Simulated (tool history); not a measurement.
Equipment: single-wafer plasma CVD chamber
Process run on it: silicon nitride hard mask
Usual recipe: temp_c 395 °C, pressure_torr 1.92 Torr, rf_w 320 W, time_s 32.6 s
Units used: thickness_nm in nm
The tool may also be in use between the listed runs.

run,hour,temp_c,pressure_torr,rf_w,time_s,"read-back reference wafer on the same gauge, thickness_nm",thickness_nm
1,0.0,395,1.92,320,32.6,37.713,36.016
2,65.0,395,1.92,320,32.6,37.722,35.971
3,126.6,395,1.92,320,32.6,37.699,35.745
4,191.4,395,1.92,320,32.6,37.718,36.000
5,259.4,395,1.92,320,32.6,37.647,36.006
6,326.2,395,1.92,320,32.6,37.678,36.115
7,371.4,395,1.92,320,32.6,37.720,36.106
8,432.2,395,1.92,295,32.6,37.695,34.920
9,499.8,395,1.92,295,32.6,37.672,34.866
# hour 531.9: capacitance manometer re-zeroed and calibrated
10,546.2,395,1.92,295,32.6,37.708,35.332
11,608.4,395,1.92,320,32.6,37.716,36.535
12,671.2,386,1.72,320,32.6,37.675,35.947
13,724.4,409,1.92,320,32.6,37.712,36.043
# hour 754.9: showerhead replaced
14,791.9,395,1.92,320,32.6,37.714,36.275
15,817.4,404,1.92,290,35.2,37.641,37.668
16,856.2,400,2.31,260,35.1,37.684,37.241
17,900.8,395,1.92,320,38.8,37.656,43.196
# hour 927.9: RF generator calibrated
18,946.2,395,1.92,320,32.6,37.698,36.016
19,1016.5,395,1.92,300,32.6,37.664,35.226
20,1073.1,401,1.92,280,35.9,37.729,37.655
# hour 1092.2: gauge calibrated
21,1102.4,410,1.92,365,38.9,37.743,45.141
# hour 1131.3: thermocouple changed; heater temperature recalibrated
22,1152.5,407,1.92,340,36.6,37.719,40.994

Forecast run 23:
23,1212.8,408,1.49,320,35.4,?,?

{"run 23": {"read-back reference wafer on the same gauge, thickness_nm": 37.725, "thickness_nm": 37.289}}
If the tool had no hidden condition, the same run with the same run-to-run variation would have returned thickness_nm 37.808 nm.

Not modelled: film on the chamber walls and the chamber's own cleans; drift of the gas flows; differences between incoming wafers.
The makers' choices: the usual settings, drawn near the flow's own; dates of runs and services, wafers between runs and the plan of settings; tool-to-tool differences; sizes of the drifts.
